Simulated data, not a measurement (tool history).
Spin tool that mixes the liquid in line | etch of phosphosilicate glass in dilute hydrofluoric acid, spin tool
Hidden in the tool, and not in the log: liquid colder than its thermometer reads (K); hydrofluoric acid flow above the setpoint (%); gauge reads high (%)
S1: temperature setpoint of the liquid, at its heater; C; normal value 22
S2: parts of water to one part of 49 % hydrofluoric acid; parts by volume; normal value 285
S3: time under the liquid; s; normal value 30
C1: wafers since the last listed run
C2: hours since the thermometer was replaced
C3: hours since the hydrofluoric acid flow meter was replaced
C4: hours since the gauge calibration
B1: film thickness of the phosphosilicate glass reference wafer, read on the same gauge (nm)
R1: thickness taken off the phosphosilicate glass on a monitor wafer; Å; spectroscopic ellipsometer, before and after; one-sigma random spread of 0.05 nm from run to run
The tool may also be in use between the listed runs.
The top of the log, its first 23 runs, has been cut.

run	day	S1	S2	S3	C1	C2	C3	C4	B1	R1
# day 66.308: hydrofluoric acid flow meter replaced
# day 66.596: thermometer replaced
24	67.842	20.5	245	20	1609	29.9	36.8	193.4	100	63.6
25	76.888	23.5	285	30	3453	247	253.9	410.5	99.99	88.1
26	80.258	18.5	425	30	1286	327.9	334.8	491.4	99.95	44.2
27	83.908	18.5	165	40	1393	415.5	422.4	579	99.96	188.2
28	86.704	22	285	30	1067	482.6	489.5	646.1	99.98	84.3
29	90.188	22	370	30	1329	566.2	573.1	729.7	99.99	60.2
30	93.175	26	365	35	1140	637.9	644.8	801.4	99.99	81.2
31	95.396	22	285	40	847	691.2	698.1	854.7	100	112.2

Consider 4 possible next runs. They are alternatives, not a sequence: every one starts from the tool as it was left by run 31. What does each give?
A	95.412	22	285	30	6	691.6	698.5	855.1	?	?
B	95.412	22	150	15	6	691.6	698.5	855.1	?	?
C	95.412	26	285	30	6	691.6	698.5	855.1	?	?
D	95.412	22	285	35	6	691.6	698.5	855.1	?	?

run	B1	R1
A	100.02	85.3
B	100.02	92.8
C	100.02	98.2
D	100.02	99.5
Stripped of hidden state, with their random variation kept, the same runs would have yielded:
run	R1
A	83.7
B	91.2
C	96.3
D	97.7
